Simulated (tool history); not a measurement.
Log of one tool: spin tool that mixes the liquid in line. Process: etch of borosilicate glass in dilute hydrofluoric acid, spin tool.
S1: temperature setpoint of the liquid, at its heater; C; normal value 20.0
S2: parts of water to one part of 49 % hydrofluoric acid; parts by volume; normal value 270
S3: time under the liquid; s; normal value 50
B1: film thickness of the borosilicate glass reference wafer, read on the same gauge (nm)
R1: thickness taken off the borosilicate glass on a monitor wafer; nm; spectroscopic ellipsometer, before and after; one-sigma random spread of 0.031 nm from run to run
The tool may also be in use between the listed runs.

run 1 hour=0.0 | S1=20.0 S2=340 S3=35 | B1=119.990 | R1=1.906
-- hour=70.3 gauge calibrated
run 2 hour=93.7 | S1=20.0 S2=340 S3=35 | B1=120.036 | R1=1.906
run 3 hour=184.8 | S1=20.0 S2=375 S3=50 | B1=120.025 | R1=2.333
-- hour=194.1 hydrofluoric acid flow meter replaced
run 4 hour=242.9 | S1=20.0 S2=375 S3=50 | B1=120.029 | R1=2.492
run 5 hour=326.3 | S1=20.0 S2=270 S3=50 | B1=119.993 | R1=3.747
run 6 hour=416.4 | S1=20.0 S2=270 S3=50 | B1=120.069 | R1=3.704
run 7 hour=511.0 | S1=20.0 S2=270 S3=50 | B1=120.001 | R1=3.669
run 8 hour=554.8 | S1=20.0 S2=270 S3=50 | B1=119.991 | R1=3.685
run 9 hour=624.5 | S1=20.0 S2=310 S3=50 | B1=120.035 | R1=3.137
run 10 hour=678.2 | S1=20.0 S2=310 S3=50 | B1=120.020 | R1=3.038
run 11 hour=768.9 | S1=17.5 S2=175 S3=50 | B1=120.034 | R1=5.554
run 12 hour=833.7 | S1=17.5 S2=175 S3=50 | B1=120.015 | R1=5.497
run 13 hour=887.1 | S1=17.5 S2=175 S3=50 | B1=120.017 | R1=5.486
run 14 hour=983.8 | S1=20.0 S2=270 S3=50 | B1=120.049 | R1=3.545
run 15 hour=1064.0 | S1=17.5 S2=270 S3=50 | B1=120.050 | R1=3.238
run 16 hour=1158.5 | S1=20.0 S2=345 S3=50 | B1=119.987 | R1=2.559
run 17 hour=1261.2 | S1=20.0 S2=270 S3=65 | B1=120.001 | R1=4.478
run 18 hour=1367.7 | S1=24.5 S2=325 S3=60 | B1=120.012 | R1=3.824
run 19 hour=1427.8 | S1=22.0 S2=315 S3=50 | B1=120.009 | R1=3.041
-- hour=1443.7 hydrofluoric acid flow meter replaced
run 20 hour=1520.0 | S1=20.0 S2=305 S3=60 | B1=119.991 | R1=3.731
run 21 hour=1556.0 | S1=20.0 S2=270 S3=60 | B1=120.031 | R1=4.335
-- hour=1596.3 thermometer replaced
run 22 hour=1616.6 | S1=20.0 S2=400 S3=50 | B1=119.987 | R1=2.337
run 23 hour=1702.5 | S1=17.0 S2=210 S3=50 | B1=120.006 | R1=4.601
-- hour=1728.8 gauge calibrated
run 24 hour=1756.7 | S1=20.0 S2=210 S3=75 | B1=119.977 | R1=7.624
run 25 hour=1957.7 | S1=20.0 S2=270 S3=50 | B1=119.982 | R1=3.681
run 26 hour=2026.4 | S1=20.0 S2=355 S3=50 | B1=119.999 | R1=2.632
run 27 hour=2104.3 | S1=22.0 S2=180 S3=50 | B1=119.985 | R1=6.544
run 28 hour=2208.7 | S1=20.0 S2=270 S3=50 | B1=120.007 | R1=3.677
run 29 hour=2256.8 | S1=24.5 S2=225 S3=50 | B1=119.993 | R1=5.403
run 30 hour=2315.3 | S1=20.0 S2=235 S3=50 | B1=119.991 | R1=4.270
run 31 hour=2393.0 | S1=20.0 S2=270 S3=35 | B1=120.034 | R1=2.523
run 32 hour=2454.3 | S1=20.0 S2=270 S3=50 | B1=120.043 | R1=3.596

What if the next run were any one of these 5? Each begins from the tool's condition after run 32:
run A hour=2454.7 | S1=24.5 S2=270 S3=50 | B1=? | R1=?
run B hour=2454.7 | S1=20.0 S2=270 S3=80 | B1=? | R1=?
run C hour=2454.7 | S1=18.5 S2=145 S3=30 | B1=? | R1=?
run D hour=2454.7 | S1=20.0 S2=140 S3=50 | B1=? | R1=?
run E hour=2454.7 | S1=23.5 S2=345 S3=70 | B1=? | R1=?

run=A B1=120.030 R1=4.271
run=B B1=120.030 R1=5.805
run=C B1=120.030 R1=4.316
run=D B1=120.030 R1=7.958
run=E B1=120.030 R1=4.200
The same runs, with their run-to-run variation unchanged, on a tool lacking any hidden condition would have given:
run=A R1=4.631
run=B R1=6.299
run=C R1=4.678
run=D R1=8.623
run=E R1=4.559
